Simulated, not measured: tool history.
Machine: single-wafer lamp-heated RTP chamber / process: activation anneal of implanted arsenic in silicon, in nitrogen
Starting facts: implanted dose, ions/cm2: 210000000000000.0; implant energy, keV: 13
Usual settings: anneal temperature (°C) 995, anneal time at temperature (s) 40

run    hour  anneal temperature (°C)  anneal time at temperature (s)  read-back reference wafer on the same gauge, sheet resistance  sheet resistance of the implanted and annealed layer (ohm/square)
  1       0                      995                              40                                                         366.77                                                             405.94
       47.7  -- pyrometer window cleaned and pyrometer calibrated
  2    61.7                      995                              40                                                         367.17                                                             407.58
  3     125                      995                              40                                                         367.08                                                             408.25
  4   184.4                      995                              40                                                         367.09                                                             408.22
      203.8  -- reflector plate cleaned
  5   249.4                      995                              40                                                         366.98                                                             408.11
  6   286.5                      995                              40                                                         366.96                                                             408.07
  7   356.3                      995                              40                                                         367.34                                                             408.22
  8   406.5                      995                              40                                                         366.94                                                             406.59
  9   451.6                      982                              48                                                         367.08                                                                409
 10   491.9                      982                              48                                                         366.88                                                             407.79
 11   546.3                      995                              53                                                         367.16                                                             402.87
      586.5  -- pyrometer window cleaned and pyrometer calibrated
 12   609.5                      983                              40                                                         367.13                                                             410.49
 13   648.2                      983                              40                                                         366.95                                                             410.62
 14   840.5                      995                              40                                                         367.09                                                             407.68
 15   944.2                      976                              40                                                         366.89                                                              411.6
 16     976                      995                              28                                                         366.93                                                             408.15
 17  1021.5                      995                              40                                                         366.95                                                             407.14
     1023.9  -- gauge calibrated
 18  1075.6                      995                              40                                                         366.85                                                             406.24
 19  1121.9                      995                              40                                                         366.59                                                             405.89
 20  1183.7                      995                              40                                                         366.84                                                             405.81
     1209.6  -- reflector plate cleaned
 21  1240.1                     1021                              54                                                         366.97                                                             392.24
     1270.4  -- pyrometer window cleaned and pyrometer calibrated
 22  1302.4                      995                              61                                                         366.67                                                             402.97
 23  1350.5                     1012                              22                                                         366.89                                                             409.01
 24  1396.2                      995                              40                                                         366.74                                                             408.29
 25  1420.6                      995                              31                                                         367.11                                                             409.63
 26    1475                      968                              53                                                            367                                                             410.69
 27  1509.3                     1024                              49                                                         366.83                                                             397.83
 28  1554.2                      979                              59                                                         367.15                                                              407.6
 29  1621.9                      995                              23                                                         366.68                                                              411.8

Run 30 has not been measured yet. What should we expect?
 30  1690.8                      995                              40                                                              ?                                                                  ?

Logged for run 30: read-back reference wafer on the same gauge, sheet resistance 367.11, sheet resistance of the implanted and annealed layer (ohm/square) 406.61.
On a tool with no hidden condition, and with the same random variation, this run would have come out at sheet resistance of the implanted and annealed layer (ohm/square) 408.13.

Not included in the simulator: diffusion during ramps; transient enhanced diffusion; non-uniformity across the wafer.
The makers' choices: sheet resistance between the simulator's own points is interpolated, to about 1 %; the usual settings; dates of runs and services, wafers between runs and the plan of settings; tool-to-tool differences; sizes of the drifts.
